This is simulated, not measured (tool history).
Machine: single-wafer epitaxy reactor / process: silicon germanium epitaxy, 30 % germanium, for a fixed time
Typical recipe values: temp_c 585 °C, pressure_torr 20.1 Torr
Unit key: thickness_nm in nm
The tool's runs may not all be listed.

run,day,temp_c,pressure_torr,wafers since the last listed run,hours since the last pyrometer calibration,hours since the last manometer calibration,hours since the showerhead was replaced,hours since the gauge calibration,"read-back reference wafer on the same gauge, thickness_nm",thickness_nm
1,0,592,20.1,0,690.5,740.2,4747.2,920.7,40.216,47.25
2,3.038,592,20.1,1326,763.4,813.1,4820.1,993.6,40.202,47.436
3,7.279,592,20.1,1852,865.2,914.9,4921.9,1095.4,40.202,47.37
4,11.283,585,20.1,1749,961.3,1011,5018,1191.5,40.188,40.813
5,13.358,585,20.1,906,1011.1,1060.8,5067.8,1241.3,40.232,40.847
6,15.517,585,20.1,942,1062.9,1112.6,5119.6,1293.1,40.204,40.762
7,17.783,585,17.8,990,1117.3,1167,5174,1347.5,40.207,39.529
8,22.162,585,20.1,1913,1222.4,1272.1,5279.1,1452.6,40.157,40.706
9,24.429,585,20.1,990,1276.8,1326.5,5333.5,1507,40.153,40.574
10,27.6,592,22.2,1385,1352.9,1402.6,5409.6,1583.1,40.194,48.235
11,31.312,592,22.2,1621,1442,1491.7,5498.7,1672.2,40.204,48.067
12,34.496,585,20.1,1390,1518.4,1568.1,5575.1,1748.6,40.192,40.715
# day 35.075: pyrometer calibrated
# day 35.55: capacitance manometer re-zeroed and calibrated
13,42.988,585,20.1,3418,189.9,178.5,5778.9,1952.4,40.199,41.282
# day 44.992: gauge calibrated
14,46.912,585,15.7,1714,284.1,272.7,5873.1,46.1,40.197,38.919
15,51.375,585,20.1,1949,391.2,379.8,5980.2,153.2,40.165,41.019
16,53.792,585,16,1055,449.2,437.8,6038.2,211.2,40.192,38.888
17,57.812,585,20.1,1756,545.7,534.3,6134.7,307.7,40.195,40.799
18,59.875,576,23.5,900,595.2,583.8,6184.2,357.2,40.172,34.916
19,61.467,585,23.3,695,633.4,622,6222.4,395.4,40.19,42.491
20,63.204,585,15.9,759,675.1,663.7,6264.1,437.1,40.195,38.698
# day 65.521: showerhead replaced
21,66.338,585,20.1,1223,750.3,738.9,19.6,512.3,40.19,41.063
22,70.104,585,22.7,1645,840.7,829.3,110,602.7,40.22,41.993
23,72.083,585,20.1,864,888.2,876.8,157.5,650.2,40.22,40.887
24,74.442,573,20.1,1030,944.8,933.4,214.1,706.8,40.232,31.357
25,76.95,573,17.9,1095,1005,993.6,274.3,767,40.195,30.519
26,78.462,589,20.1,660,1041.3,1029.9,310.6,803.3,40.192,44.433
27,82.683,585,20.1,1843,1142.6,1131.2,411.9,904.6,40.206,40.692

The logged runs with the hidden state left out (each run's random variation unchanged):
Hidden conditions of the tool in this case: wafer temperature above the value expected at the setpoint (K); true pressure above the setpoint (%); gauge reads high (%).
run,thickness_nm
1,47.795
2,48.011
3,47.979
4,41.361
5,41.406
6,41.331
7,40.09
8,41.3
9,41.174
10,48.96
11,48.801
12,41.344
13,41.365
14,39.069
15,41.25
16,39.14
17,41.114
18,35.205
19,42.861
20,39.051
21,41.466
22,42.435
23,41.331
24,31.709
25,30.873
26,44.958
27,41.192
